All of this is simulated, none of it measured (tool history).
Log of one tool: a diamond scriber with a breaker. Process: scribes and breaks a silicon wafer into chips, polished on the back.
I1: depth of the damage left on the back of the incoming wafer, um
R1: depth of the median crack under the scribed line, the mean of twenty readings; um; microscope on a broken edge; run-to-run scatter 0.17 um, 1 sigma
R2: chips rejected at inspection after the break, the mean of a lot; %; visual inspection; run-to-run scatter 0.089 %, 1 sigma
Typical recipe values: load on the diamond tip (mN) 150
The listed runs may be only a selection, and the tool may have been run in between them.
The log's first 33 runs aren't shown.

Run 34, hour 467.3: usual settings; I1 0.02. Result: R1 8.85 um, R2 1.41 %.
Run 35, hour 483.7: usual settings but load on the diamond tip (mN) 171; I1 0.04. Result: R1 9.28 um, R2 1.97 %.
Run 36, hour 490.3: usual settings but load on the diamond tip (mN) 177; I1 0.05. Result: R1 9.32 um, R2 2.05 %.
Run 37, hour 502.8: usual settings but load on the diamond tip (mN) 181; I1 0.02. Result: R1 9.58 um, R2 3.09 %.
Run 38, hour 520: usual settings but load on the diamond tip (mN) 133; I1 0.05. Result: R1 8.14 um, R2 3.12 %.
Run 39, hour 555.4: usual settings but load on the diamond tip (mN) 176; I1 0.01. Result: R1 9.68 um, R2 2.11 %.
Run 40, hour 563: usual settings; I1 0.03. Result: R1 8.74 um, R2 1.55 %.
Run 41, hour 569.6: usual settings; I1 0.04. Result: R1 8.44 um, R2 1.38 %.
Run 42, hour 578.3: usual settings; I1 0.05. Result: R1 8.8 um, R2 1.44 %.
Run 43, hour 595: usual settings but load on the diamond tip (mN) 172; I1 0.01. Result: R1 9.55 um, R2 1.66 %.

Predict each of these 3 candidate next runs independently; none follows another, all start after run 43:
Run A, hour 595.7: usual settings but load on the diamond tip (mN) 178; I1 0.03. Result: R1 ?, R2 ?.
Run B, hour 595.7: usual settings but load on the diamond tip (mN) 185; I1 0.03. Result: R1 ?, R2 ?.
Run C, hour 595.7: usual settings but load on the diamond tip (mN) 107; I1 0.03. Result: R1 ?, R2 ?.

run    R1    R2
  A  9.66  1.98
  B  9.91  2.62
  C  6.88  9.83
Take away the tool's hidden state, keep each run's random variation, and the runs would have read:
run     R1    R2
  A     10  2.88
  B  10.26  3.74
  C   7.13  7.74

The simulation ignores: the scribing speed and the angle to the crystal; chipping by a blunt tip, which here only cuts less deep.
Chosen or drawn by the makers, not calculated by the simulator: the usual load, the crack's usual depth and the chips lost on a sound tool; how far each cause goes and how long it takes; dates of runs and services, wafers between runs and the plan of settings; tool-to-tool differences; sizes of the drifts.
